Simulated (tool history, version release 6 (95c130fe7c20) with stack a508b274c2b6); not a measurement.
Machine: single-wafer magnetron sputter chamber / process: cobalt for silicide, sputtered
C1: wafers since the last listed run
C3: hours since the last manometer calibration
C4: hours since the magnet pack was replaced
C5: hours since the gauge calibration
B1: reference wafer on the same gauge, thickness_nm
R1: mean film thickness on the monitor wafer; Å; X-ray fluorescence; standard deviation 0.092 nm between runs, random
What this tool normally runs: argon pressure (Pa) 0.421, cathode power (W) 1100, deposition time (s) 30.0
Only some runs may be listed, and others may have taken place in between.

{"run": 1, "hour": 0.0, "argon pressure (Pa)": 0.421, "cathode power (W)": 1100, "deposition time (s)": 30.0, "C1": 0, "wafers on the sputter target": 857, "C3": 291.9, "C4": 11901.1, "C5": 275.3, "B1": 20.787, "R1": 171.91}
{"run": 2, "hour": 104.6, "argon pressure (Pa)": 0.421, "cathode power (W)": 1100, "deposition time (s)": 30.0, "C1": 2425, "wafers on the sputter target": 3283, "C3": 396.5, "C4": 12005.7, "C5": 379.9, "B1": 20.796, "R1": 169.02}
{"run": 3, "hour": 184.4, "argon pressure (Pa)": 0.421, "cathode power (W)": 1100, "deposition time (s)": 30.0, "C1": 1850, "wafers on the sputter target": 5134, "C3": 476.3, "C4": 12085.5, "C5": 459.7, "B1": 20.799, "R1": 165.03}
{"run": 4, "hour": 246.5, "argon pressure (Pa)": 0.421, "cathode power (W)": 900, "deposition time (s)": 28.5, "C1": 1440, "wafers on the sputter target": 6574, "C3": 538.4, "C4": 12147.6, "C5": 521.8, "B1": 20.811, "R1": 127.66}
{"run": 5, "hour": 295.4, "argon pressure (Pa)": 0.421, "cathode power (W)": 1150, "deposition time (s)": 30.0, "C1": 1134, "wafers on the sputter target": 7708, "C3": 587.3, "C4": 12196.5, "C5": 570.7, "B1": 20.794, "R1": 170.72}
{"run": 6, "hour": 346.9, "argon pressure (Pa)": 0.421, "cathode power (W)": 1150, "deposition time (s)": 30.0, "C1": 1194, "wafers on the sputter target": 8902, "C3": 638.8, "C4": 12248.0, "C5": 622.2, "B1": 20.795, "R1": 170.16}
{"hour": 363.0, "done": "sputter target and shields replaced"}
{"run": 7, "hour": 434.8, "argon pressure (Pa)": 0.299, "cathode power (W)": 1250, "deposition time (s)": 30.0, "C1": 1853, "wafers on the sputter target": 1664, "C3": 726.7, "C4": 12335.9, "C5": 710.1, "B1": 20.802, "R1": 204.94}
{"run": 8, "hour": 542.0, "argon pressure (Pa)": 0.34, "cathode power (W)": 1300, "deposition time (s)": 35.9, "C1": 2486, "wafers on the sputter target": 4150, "C3": 833.9, "C4": 12443.1, "C5": 817.3, "B1": 20.801, "R1": 246.51}
{"hour": 592.3, "done": "magnet pack replaced"}
{"run": 9, "hour": 611.5, "argon pressure (Pa)": 0.544, "cathode power (W)": 950, "deposition time (s)": 25.3, "C1": 1426, "wafers on the sputter target": 5576, "C3": 903.4, "C4": 19.2, "C5": 886.8, "B1": 20.812, "R1": 117.19}
{"hour": 636.7, "done": "gauge calibrated"}
{"hour": 709.3, "done": "sputter target and shields replaced"}
{"run": 10, "hour": 727.6, "argon pressure (Pa)": 0.487, "cathode power (W)": 1000, "deposition time (s)": 24.7, "C1": 2507, "wafers on the sputter target": 423, "C3": 1019.5, "C4": 135.3, "C5": 90.9, "B1": 20.801, "R1": 128.25}
{"run": 11, "hour": 805.4, "argon pressure (Pa)": 0.421, "cathode power (W)": 1100, "deposition time (s)": 30.0, "C1": 1804, "wafers on the sputter target": 2227, "C3": 1097.3, "C4": 213.1, "C5": 168.7, "B1": 20.812, "R1": 173.81}
{"hour": 866.3, "done": "capacitance manometer re-zeroed and calibrated"}
{"run": 12, "hour": 909.4, "argon pressure (Pa)": 0.421, "cathode power (W)": 1000, "deposition time (s)": 35.0, "C1": 2226, "wafers on the sputter target": 4454, "C3": 43.1, "C4": 317.1, "C5": 272.7, "B1": 20.788, "R1": 178.61}
{"run": 13, "hour": 1011.9, "argon pressure (Pa)": 0.421, "cathode power (W)": 1100, "deposition time (s)": 30.0, "C1": 2377, "wafers on the sputter target": 6831, "C3": 145.6, "C4": 419.6, "C5": 375.2, "B1": 20.796, "R1": 167.42}
{"hour": 1092.4, "done": "sputter target and shields replaced"}
{"run": 14, "hour": 1112.3, "argon pressure (Pa)": 0.421, "cathode power (W)": 1100, "deposition time (s)": 33.9, "C1": 2142, "wafers on the sputter target": 462, "C3": 246.0, "C4": 520.0, "C5": 475.6, "B1": 20.794, "R1": 197.37}
{"run": 15, "hour": 1153.3, "argon pressure (Pa)": 0.476, "cathode power (W)": 950, "deposition time (s)": 28.1, "C1": 950, "wafers on the sputter target": 1413, "C3": 287.0, "C4": 561.0, "C5": 516.6, "B1": 20.808, "R1": 138.58}

Pick out some run-to-run changes in R1. Of each, how much would a tool without hidden state show as well, from the settings, what came in and chance, and how much is left for the hidden state and any gauge scatter not in both results compared?
Unlogged tool condition in this case: deposition rate above that of a new target (%); true argon pressure above the setpoint (%); gauge reads high (%).
Run 6 -> 7: argon pressure (Pa) 0.421 -> 0.299, cathode power (W) 1150 -> 1250, sputter target and shields replaced. R1 +34.78 Å: hidden state +11.19, all else +23.59.
Run 8 -> 9: argon pressure (Pa) 0.340 -> 0.544, cathode power (W) 1300 -> 950, deposition time (s) 35.9 -> 25.3, magnet pack replaced. R1 -129.32 Å: hidden state +2.58, all else -131.90.
